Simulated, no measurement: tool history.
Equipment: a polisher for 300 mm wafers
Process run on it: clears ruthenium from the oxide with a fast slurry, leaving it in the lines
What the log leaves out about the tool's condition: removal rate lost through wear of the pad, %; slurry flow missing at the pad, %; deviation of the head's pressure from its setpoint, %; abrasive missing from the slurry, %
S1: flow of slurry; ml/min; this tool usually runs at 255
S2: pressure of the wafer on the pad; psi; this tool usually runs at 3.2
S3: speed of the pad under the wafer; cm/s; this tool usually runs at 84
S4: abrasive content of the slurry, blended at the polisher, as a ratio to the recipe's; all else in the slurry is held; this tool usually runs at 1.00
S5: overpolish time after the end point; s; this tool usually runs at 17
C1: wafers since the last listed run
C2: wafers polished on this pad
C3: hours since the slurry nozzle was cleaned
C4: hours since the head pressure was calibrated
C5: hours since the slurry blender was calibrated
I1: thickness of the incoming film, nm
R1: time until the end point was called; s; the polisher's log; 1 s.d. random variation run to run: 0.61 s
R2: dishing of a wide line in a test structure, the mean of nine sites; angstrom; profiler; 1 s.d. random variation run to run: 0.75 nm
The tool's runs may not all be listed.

Run 1, hour 0.0: usual settings but S3 102 cm/s; C1 0; C2 770; C3 114.1; C4 506.6; C5 281.1; I1 197.9. Result: R1 52.4 s, R2 595 angstrom.
At hour 45.8: slurry blender recalibrated.
At hour 68.8: worn pad replaced by a new one.
At hour 68.9: slurry nozzle cleaned.
Run 2, hour 69.3: usual settings but S3 102 cm/s; C1 511; C2 3; C3 0.4; C4 575.9; C5 23.5; I1 199.0. Result: R1 51.5 s, R2 605 angstrom.
Run 3, hour 120.8: usual settings; C1 417; C2 420; C3 51.9; C4 627.4; C5 75.0; I1 198.3. Result: R1 62.8 s, R2 502 angstrom.
Run 4, hour 174.3: usual settings; C1 433; C2 854; C3 105.4; C4 680.9; C5 128.5; I1 197.5. Result: R1 64.4 s, R2 500 angstrom.
Run 5, hour 205.0: usual settings; C1 248; C2 1102; C3 136.1; C4 711.6; C5 159.2; I1 198.5. Result: R1 67.7 s, R2 490 angstrom.
At hour 267.8: slurry nozzle cleaned.
At hour 273.3: worn pad replaced by a new one.
Run 6, hour 276.3: usual settings; C1 537; C2 23; C3 8.5; C4 782.9; C5 230.5; I1 199.1. Result: R1 64.0 s, R2 505 angstrom.
Run 7, hour 328.3: usual settings; C1 421; C2 445; C3 60.5; C4 834.9; C5 282.5; I1 196.4. Result: R1 64.2 s, R2 495 angstrom.
At hour 341.2: slurry blender recalibrated.
At hour 356.6: head pressure recalibrated.
Run 8, hour 378.1: usual settings; C1 371; C2 816; C3 110.3; C4 21.5; C5 36.9; I1 200.9. Result: R1 58.5 s, R2 546 angstrom.
Run 9, hour 418.9: usual settings; C1 330; C2 1147; C3 151.1; C4 62.3; C5 77.7; I1 198.2. Result: R1 60.3 s, R2 529 angstrom.

Run 10 is up next; what results do you expect?
Run 10, hour 453.6: usual settings but S1 205 ml/min, S3 94 cm/s, S4 0.75; C1 281; C2 1428; C3 185.8; C4 97.0; C5 112.4; I1 201.1. Result: R1 ?, R2 ?.

{"run 10": {"R1": 64.8, "R2": 486}}
If the tool had no hidden condition, the same run with the same run-to-run variation would have returned R1 58.0 s, R2 533 angstrom.
